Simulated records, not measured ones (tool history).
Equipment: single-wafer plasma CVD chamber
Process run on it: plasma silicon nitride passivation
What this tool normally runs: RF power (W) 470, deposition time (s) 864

| run | hour | RF power (W) | deposition time (s) | wafers since the last listed run | hours since the last RF generator calibration | hours since the showerhead was replaced | hours since the gauge calibration | read-back reference wafer on the same gauge, thickness_nm | mean film thickness on the monitor wafer (angstrom) |
|---|---|---|---|---|---|---|---|---|---|
| 1 | 0.0 | 470 | 864 | 0 | 1898.2 | 6698.2 | 92.6 | 1359.706 | 12007.62 |
| 2 | 45.7 | 470 | 864 | 133 | 1943.9 | 6743.9 | 138.3 | 1360.350 | 12008.81 |
| 3 | 91.9 | 470 | 864 | 134 | 1990.1 | 6790.1 | 184.5 | 1359.289 | 12011.31 |
| 4 | 122.2 | 435 | 815 | 88 | 2020.4 | 6820.4 | 214.8 | 1360.782 | 11110.55 |
| 5 | 150.1 | 470 | 864 | 81 | 2048.3 | 6848.3 | 242.7 | 1359.913 | 11962.30 |
| 6 | 206.0 | 470 | 864 | 162 | 2104.2 | 6904.2 | 298.6 | 1359.468 | 11965.73 |
| 7 | 237.9 | 540 | 864 | 92 | 2136.1 | 6936.1 | 330.5 | 1360.008 | 12350.96 |
| 8 | 307.9 | 540 | 864 | 203 | 2206.1 | 7006.1 | 400.5 | 1359.554 | 12410.07 |
| 9 | 356.8 | 540 | 864 | 142 | 2255.0 | 7055.0 | 449.4 | 1360.048 | 12400.07 |
| 10 | 404.5 | 470 | 864 | 138 | 2302.7 | 7102.7 | 497.1 | 1359.461 | 11964.18 |
| 11 | 462.5 | 470 | 864 | 168 | 2360.7 | 7160.7 | 555.1 | 1360.401 | 11969.54 |
| 12 | 486.8 | 470 | 864 | 70 | 2385.0 | 7185.0 | 579.4 | 1359.793 | 11957.93 |
|  | 524.3 | showerhead replaced |
| 13 | 524.8 | 470 | 960 | 87 | 2423.0 | 0.5 | 617.4 | 1361.666 | 13279.43 |
| 14 | 586.7 | 470 | 960 | 180 | 2484.9 | 62.4 | 679.3 | 1360.154 | 13299.17 |
| 15 | 655.9 | 470 | 960 | 201 | 2554.1 | 131.6 | 748.5 | 1359.996 | 13335.78 |
|  | 675.3 | RF generator calibrated |
| 16 | 718.9 | 555 | 790 | 160 | 43.6 | 194.6 | 811.5 | 1358.731 | 11296.56 |
| 17 | 752.2 | 440 | 864 | 96 | 76.9 | 227.9 | 844.8 | 1359.326 | 11723.48 |
| 18 | 819.2 | 470 | 864 | 195 | 143.9 | 294.9 | 911.8 | 1359.394 | 11884.21 |
| 19 | 857.2 | 550 | 815 | 110 | 181.9 | 332.9 | 949.8 | 1361.027 | 11632.16 |
| 20 | 892.7 | 470 | 864 | 103 | 217.4 | 368.4 | 985.3 | 1359.405 | 11871.43 |
|  | 950.7 | RF generator calibrated, repeated, since the last time left the tool worse |
| 21 | 953.9 | 470 | 864 | 154 | 3.2 | 429.6 | 1046.5 | 1360.372 | 12184.58 |
| 22 | 984.1 | 430 | 929 | 87 | 33.4 | 459.8 | 1076.7 | 1360.289 | 12801.32 |
| 23 | 1056.0 | 560 | 1032 | 209 | 105.3 | 531.7 | 1148.6 | 1359.197 | 15072.77 |
| 24 | 1096.3 | 470 | 960 | 117 | 145.6 | 572.0 | 1188.9 | 1360.903 | 13458.10 |
|  | 1098.5 | gauge calibrated |
| 25 | 1123.0 | 530 | 709 | 77 | 172.3 | 598.7 | 24.5 | 1360.258 | 10219.45 |
| 26 | 1166.0 | 420 | 975 | 125 | 215.3 | 641.7 | 67.5 | 1360.014 | 13351.58 |
| 27 | 1212.5 | 410 | 1005 | 135 | 261.8 | 688.2 | 114.0 | 1360.065 | 13696.01 |
| 28 | 1281.4 | 470 | 695 | 200 | 330.7 | 757.1 | 182.9 | 1360.706 | 9748.87 |
| 29 | 1352.9 | 445 | 954 | 208 | 402.2 | 828.6 | 254.4 | 1359.557 | 13171.98 |
| 30 | 1410.7 | 390 | 952 | 168 | 460.0 | 886.4 | 312.2 | 1361.289 | 12773.37 |

A few steps of mean film thickness on the monitor wafer (angstrom) between consecutive runs. Split each: what settings, incoming material and random variation would produce without the hidden state, and what is left over for the hidden state, along with gauge scatter present in only one of the two compared results (measured, and without hidden state):
Hidden conditions of the tool in this case: delivered RF power above the setpoint (%); gauge reads high (%).
Run 15 -> 16: RF power (W) 470 -> 555, deposition time (s) 960 -> 790, RF generator calibrated. mean film thickness on the monitor wafer (angstrom) -2039.22: hidden state -54.91, all else -1984.31.
Run 20 -> 21: RF generator calibrated, repeated, since the last time left the tool worse. mean film thickness on the monitor wafer (angstrom) +313.15: hidden state +272.55, all else +40.60.
Run 24 -> 25: RF power (W) 470 -> 530, deposition time (s) 960 -> 709, gauge calibrated. mean film thickness on the monitor wafer (angstrom) -3238.65: hidden state +5.83, all else -3244.48.
Run 27 -> 28: RF power (W) 410 -> 470, deposition time (s) 1005 -> 695. mean film thickness on the monitor wafer (angstrom) -3947.14: hidden state +9.46, all else -3956.60.
Run 28 -> 29: RF power (W) 470 -> 445, deposition time (s) 695 -> 954. mean film thickness on the monitor wafer (angstrom) +3423.11: hidden state -25.97, all else +3449.08.
